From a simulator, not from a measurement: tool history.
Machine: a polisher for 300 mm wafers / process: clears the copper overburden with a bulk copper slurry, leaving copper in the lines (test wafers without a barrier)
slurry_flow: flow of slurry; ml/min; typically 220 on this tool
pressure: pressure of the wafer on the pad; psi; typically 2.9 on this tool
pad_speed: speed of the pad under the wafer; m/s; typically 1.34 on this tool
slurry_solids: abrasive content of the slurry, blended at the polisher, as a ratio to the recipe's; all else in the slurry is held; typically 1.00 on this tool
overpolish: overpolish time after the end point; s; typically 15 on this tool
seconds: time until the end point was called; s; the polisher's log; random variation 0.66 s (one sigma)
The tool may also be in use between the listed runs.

run     day  slurry_flow  pressure  pad_speed  slurry_solids  overpolish  incoming thickness of the incoming film, nm  seconds
  1   0.000          175       2.9       1.34           1.00          15                                        801.4     73.2
  2   0.279          240       2.4       1.34           1.00          15                                        801.6     82.1
  3   0.979          220       2.9       1.44           1.00          15                                        796.7     68.3
  4   1.629          220       2.9       1.34           1.00          15                                        778.6     68.9
  5   1.879          220       2.9       1.34           1.00          15                                        793.5     71.5
      2.950  -- worn pad replaced by a new one
  6   3.979          220       2.9       1.34           1.00          15                                        802.3     68.3
  7   4.412          220       2.9       1.34           1.00          15                                        793.1     68.3
  8   4.846          220       2.9       1.34           1.00          15                                        789.7     70.0
      5.342  -- slurry nozzle cleaned
  9   5.404          220       2.9       1.34           1.00          15                                        784.3     70.3
 10   5.704          220       2.9       1.34           1.00          15                                        789.0     70.2
 11   6.175          220       2.9       1.34           1.00          15                                        795.7     70.8
 12   6.696          220       2.9       1.34           1.00          15                                        799.1     72.4
 13   7.062          175       3.5       1.20           1.00          13                                        789.5     67.0
      7.567  -- worn pad replaced by a new one
      7.633  -- head pressure recalibrated
 14   7.654          220       2.9       1.78           1.00          15                                        801.1     56.2
 15   7.946          220       2.9       1.34           1.00          15                                        786.9     67.1
 16   8.562          150       2.9       0.98           0.75          23                                        792.3     93.9
 17   9.021          220       2.9       1.48           1.00          15                                        783.0     65.2
      9.379  -- slurry blender recalibrated
 18   9.721          220       2.9       1.34           1.00          21                                        793.9     70.0
 19  10.029          270       2.9       1.46           1.00          18                                        790.4     65.5
 20  10.392          220       1.9       1.10           1.00          15                                        791.4    113.9
 21  11.100          220       2.9       1.80           1.00          15                                        791.4     58.0
 22  11.533          175       3.6       1.50           1.00          15                                        793.4     55.9
 23  11.812          220       2.9       1.34           1.00          15                                        787.2     70.9
 24  12.121          220       2.9       1.34           1.00          15                                        785.5     72.2
 25  12.812          220       2.9       1.34           1.00          15                                        805.2     73.9
     13.000  -- worn pad replaced by a new one
 26  14.450          160       2.9       1.18           1.00          15                                        801.0     79.2
 27  14.775          295       2.9       1.34           1.20          21                                        788.7     63.4
 28  15.150          295       2.9       1.34           1.20          21                                        797.3     65.4
 29  15.538          220       2.6       1.46           0.80          23                                        782.8     76.8

4 ways to go on from here, each from the tool as it stands after run 29. What would each give?
  A  15.554          220       2.9       1.34           1.00          15                                        789.7        ?
  B  15.554          265       2.9       1.34           1.00          21                                        789.7        ?
  C  15.554          220       2.9       1.60           1.25          12                                        789.7        ?
  D  15.554          145       2.0       1.34           0.85          15                                        789.7        ?

run  seconds
  A     69.3
  B     67.8
  C     58.3
  D    106.3
The same runs, with their run-to-run variation unchanged, on a tool lacking any hidden condition would have given:
run  seconds
  A     64.5
  B     63.1
  C     54.2
  D     98.8

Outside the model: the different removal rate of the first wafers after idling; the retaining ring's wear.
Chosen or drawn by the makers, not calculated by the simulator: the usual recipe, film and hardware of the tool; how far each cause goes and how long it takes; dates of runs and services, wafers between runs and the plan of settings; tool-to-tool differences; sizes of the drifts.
